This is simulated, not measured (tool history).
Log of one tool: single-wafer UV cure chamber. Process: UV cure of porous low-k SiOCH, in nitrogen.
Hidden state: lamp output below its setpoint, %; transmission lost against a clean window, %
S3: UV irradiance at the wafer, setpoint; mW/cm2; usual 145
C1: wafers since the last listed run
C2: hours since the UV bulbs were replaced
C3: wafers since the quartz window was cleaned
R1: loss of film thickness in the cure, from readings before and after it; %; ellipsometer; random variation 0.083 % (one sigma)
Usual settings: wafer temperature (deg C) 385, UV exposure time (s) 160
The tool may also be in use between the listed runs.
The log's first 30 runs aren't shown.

{"run": 31, "hour": 927.3, "wafer temperature (deg C)": 371, "UV exposure time (s)": 235, "S3": 114, "C1": 106, "C2": 357.1, "C3": 894, "R1": 10.209}
{"run": 32, "hour": 962.5, "wafer temperature (deg C)": 385, "UV exposure time (s)": 160, "S3": 145, "C1": 116, "C2": 392.3, "C3": 1011, "R1": 9.779}
{"run": 33, "hour": 989.4, "wafer temperature (deg C)": 385, "UV exposure time (s)": 160, "S3": 145, "C1": 89, "C2": 419.2, "C3": 1100, "R1": 9.801}
{"run": 34, "hour": 1009.2, "wafer temperature (deg C)": 369, "UV exposure time (s)": 80, "S3": 145, "C1": 65, "C2": 439, "C3": 1166, "R1": 6.819}
{"run": 35, "hour": 1025.4, "wafer temperature (deg C)": 369, "UV exposure time (s)": 215, "S3": 127, "C1": 53, "C2": 455.2, "C3": 1220, "R1": 10.23}
{"run": 36, "hour": 1048.1, "wafer temperature (deg C)": 400, "UV exposure time (s)": 160, "S3": 183, "C1": 75, "C2": 477.9, "C3": 1295, "R1": 11.174}
{"run": 37, "hour": 1063.5, "wafer temperature (deg C)": 371, "UV exposure time (s)": 160, "S3": 118, "C1": 51, "C2": 493.3, "C3": 1346, "R1": 8.719}
{"run": 38, "hour": 1084.2, "wafer temperature (deg C)": 385, "UV exposure time (s)": 160, "S3": 145, "C1": 68, "C2": 514, "C3": 1415, "R1": 9.775}

Forecast each of these 5 alternatives for the next run:
{"run": "A", "hour": 1084.7, "wafer temperature (deg C)": 385, "UV exposure time (s)": 160, "S3": 145, "C1": 1, "C2": 514.5, "C3": 1416, "R1": "?"}
{"run": "B", "hour": 1084.7, "wafer temperature (deg C)": 369, "UV exposure time (s)": 95, "S3": 181, "C1": 1, "C2": 514.5, "C3": 1416, "R1": "?"}
{"run": "C", "hour": 1084.7, "wafer temperature (deg C)": 375, "UV exposure time (s)": 160, "S3": 174, "C1": 1, "C2": 514.5, "C3": 1416, "R1": "?"}
{"run": "D", "hour": 1084.7, "wafer temperature (deg C)": 385, "UV exposure time (s)": 160, "S3": 172, "C1": 1, "C2": 514.5, "C3": 1416, "R1": "?"}
{"run": "E", "hour": 1084.7, "wafer temperature (deg C)": 365, "UV exposure time (s)": 255, "S3": 124, "C1": 1, "C2": 514.5, "C3": 1416, "R1": "?"}

run=A R1=9.76
run=B R1=8.274
run=C R1=10.355
run=D R1=10.479
run=E R1=10.718
Without the tool's hidden state the same runs would have given:
run=A R1=10.035
run=B R1=8.536
run=C R1=10.635
run=D R1=10.761
run=E R1=11.002
